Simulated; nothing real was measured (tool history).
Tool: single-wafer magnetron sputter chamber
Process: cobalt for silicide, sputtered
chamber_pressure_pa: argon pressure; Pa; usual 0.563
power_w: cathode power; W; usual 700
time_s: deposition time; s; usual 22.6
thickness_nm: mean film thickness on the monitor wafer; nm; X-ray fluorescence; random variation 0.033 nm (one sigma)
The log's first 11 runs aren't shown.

| run | hour | chamber_pressure_pa | power_w | time_s | read-back reference wafer on the same gauge, thickness_nm | thickness_nm |
|---|---|---|---|---|---|---|
| 12 | 844.9 | 0.563 | 700 | 22.6 | 8.136 | 7.210 |
| 13 | 887.4 | 0.563 | 700 | 22.6 | 8.136 | 7.182 |
| 14 | 958.6 | 0.563 | 700 | 22.6 | 8.152 | 7.206 |
| 15 | 1033.3 | 0.563 | 700 | 22.6 | 8.140 | 7.258 |
|  | 1078.4 | sputter target and shields replaced |
| 16 | 1119.4 | 0.563 | 700 | 22.6 | 8.132 | 7.327 |
| 17 | 1181.4 | 0.563 | 700 | 22.6 | 8.118 | 7.251 |
|  | 1189.9 | magnet pack replaced |
| 18 | 1229.5 | 0.563 | 700 | 26.5 | 8.134 | 8.551 |
| 19 | 1301.4 | 0.563 | 700 | 21.4 | 8.125 | 6.918 |
|  | 1338.5 | capacitance manometer re-zeroed and calibrated |
| 20 | 1342.9 | 0.563 | 700 | 22.6 | 8.153 | 7.030 |
| 21 | 1388.6 | 0.447 | 550 | 18.1 | 8.148 | 4.716 |
| 22 | 1424.8 | 0.563 | 700 | 22.6 | 8.136 | 7.079 |
| 23 | 1464.0 | 0.563 | 700 | 24.4 | 8.141 | 7.682 |
| 24 | 1680.2 | 0.563 | 700 | 22.6 | 8.140 | 7.102 |
|  | 1692.0 | sputter target and shields replaced |
|  | 1737.5 | gauge calibrated |
| 25 | 1785.2 | 0.357 | 650 | 26.7 | 8.153 | 8.704 |
| 26 | 1892.3 | 0.687 | 700 | 22.6 | 8.133 | 6.622 |
| 27 | 1969.4 | 0.563 | 700 | 22.6 | 8.150 | 7.067 |
| 28 | 2063.8 | 0.452 | 650 | 26.0 | 8.135 | 7.962 |
| 29 | 2132.0 | 0.563 | 750 | 22.6 | 8.139 | 7.612 |
| 30 | 2212.1 | 0.563 | 850 | 22.6 | 8.144 | 8.650 |

The next listed run, before its measurement:
|  | 2287.3 | sputter target and shields replaced |
| 31 | 2445.4 | 0.694 | 850 | 19.5 | ? | ? |

{"run 31": {"read-back reference wafer on the same gauge, thickness_nm": 8.142, "thickness_nm": 6.991}}
Without the tool's hidden state the same run would have given thickness_nm 6.960 nm.
